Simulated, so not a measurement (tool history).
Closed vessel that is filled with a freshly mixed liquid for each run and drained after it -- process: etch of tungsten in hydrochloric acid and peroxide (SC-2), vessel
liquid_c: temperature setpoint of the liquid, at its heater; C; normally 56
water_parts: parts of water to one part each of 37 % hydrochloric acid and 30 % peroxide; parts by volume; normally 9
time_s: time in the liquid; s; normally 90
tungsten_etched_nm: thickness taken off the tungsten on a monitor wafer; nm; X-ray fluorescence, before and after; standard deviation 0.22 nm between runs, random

run,hour,liquid_c,water_parts,time_s,wafers since the last listed run,hours since the thermometer was replaced,hours since the chemicals flow meter was replaced,hours since the drum of peroxide was connected,hours since the gauge calibration,"read-back film thickness of the tungsten reference wafer, read on the same gauge (nm)",tungsten_etched_nm
1,0,56,9,90,0,703.6,96,3.4,1522.8,70,42.19
2,27.7,56,9,90,2202,731.3,123.7,31.1,1550.5,70,42.49
3,79.8,56,9,90,4142,783.4,175.8,83.2,1602.6,70.01,41.73
4,126.9,56,9,90,3745,830.5,222.9,130.3,1649.7,69.98,41.63
5,275.3,56,9,90,11800,978.9,371.3,278.7,1798.1,70,41.22
# hour 293.1: gauge calibrated
6,314.5,51.5,9,90,3117,1018.1,410.5,317.9,21.4,69.99,30.68
7,362.3,50,7,125,3801,1065.9,458.3,365.7,69.2,70.01,47.14
8,407.2,56,7.5,90,3570,1110.8,503.2,410.6,114.1,70.03,47.69
# hour 440.6: new drum of peroxide connected
9,477.3,56,13,145,5494,1180.9,573.3,36.7,184.2,70.01,49.8
10,513.8,56,12,70,2902,1217.4,609.8,73.2,220.7,69.98,25.67
11,538.4,56,6.5,90,1956,1242,634.4,97.8,245.3,69.99,54.86
12,610.4,48,6.5,70,5725,1314,706.4,169.8,317.3,70,24.73
13,656.2,49.5,9,125,3642,1359.8,752.2,215.6,363.1,70,37.9
14,724.7,56,9,90,5447,1428.3,820.7,284.1,431.6,69.99,41.54
15,751.9,52,5,40,2162,1455.5,847.9,311.3,458.8,69.99,22.17
16,811.1,56,13,145,4707,1514.7,907.1,370.5,518,70.01,48.84
17,869.6,56,9,90,4651,1573.2,965.6,429,576.5,70,40.53
# hour 900.4: new drum of peroxide connected
18,906.3,59.5,13.5,50,2838,1609.9,1002.3,5.9,613.2,70,20.74
# hour 940.3: thermometer replaced
19,954.2,56,9,90,3729,13.9,1050.2,53.8,661.1,69.98,41.77
20,986.2,56,9,145,2544,45.9,1082.2,85.8,693.1,70.01,67.97
21,1037.5,47,12,110,4079,97.2,1133.5,137.1,744.4,69.99,22.17
22,1081.5,56,12.5,115,3498,141.2,1177.5,181.1,788.4,70.01,40.46
23,1133.5,56,11.5,90,4135,193.2,1229.5,233.1,840.4,70,34.12
24,1167.4,56,9,90,2695,227.1,1263.4,267,874.3,69.98,41.25
25,1193.7,50,5,70,2091,253.4,1289.7,293.3,900.6,70.01,34.26
26,1261.8,63,6,90,5415,321.5,1357.8,361.4,968.7,69.99,88.17
27,1322.4,62,10,90,4818,382.1,1418.4,422,1029.3,70,55.08
# hour 1356.3: new drum of peroxide connected
28,1359.2,56,9,90,2846,418.9,1455.2,2.9,1066.1,70,41.85
29,1402,61,5,115,3403,461.7,1498,45.7,1108.9,69.98,115.69
30,1455.5,50,9,90,4254,515.2,1551.5,99.2,1162.4,70,28.08

For some of the steps in tungsten_etched_nm from one run to the next: how much would appear even if the tool had no hidden state, given the settings, what came in and random variation, and how much remains for the hidden state plus any gauge scatter that the measured result and the result without hidden state don't share?
Unlogged tool condition in this case: liquid hotter than its thermometer reads (K); chemicals flow above the setpoint (%); peroxide weaker than its label (%); gauge reads high (%).
Run 8 -> 9: water_parts 7.5 -> 13, time_s 90 -> 145, new drum of peroxide connected. tungsten_etched_nm +2.11 nm: hidden state +1.47, all else +0.64.
Run 25 -> 26: liquid_c 50 -> 63, water_parts 5 -> 6, time_s 70 -> 90. tungsten_etched_nm +53.91 nm: hidden state -1.76, all else +55.67.
Run 27 -> 28: liquid_c 62 -> 56, water_parts 10 -> 9, new drum of peroxide connected. tungsten_etched_nm -13.23 nm: hidden state +1.71, all else -14.94.
Run 28 -> 29: liquid_c 56 -> 61, water_parts 9 -> 5, time_s 90 -> 115. tungsten_etched_nm +73.84 nm: hidden state -0.75, all else +74.59.
Run 29 -> 30: liquid_c 61 -> 50, water_parts 5 -> 9, time_s 115 -> 90. tungsten_etched_nm -87.61 nm: hidden state +0.62, all else -88.23.
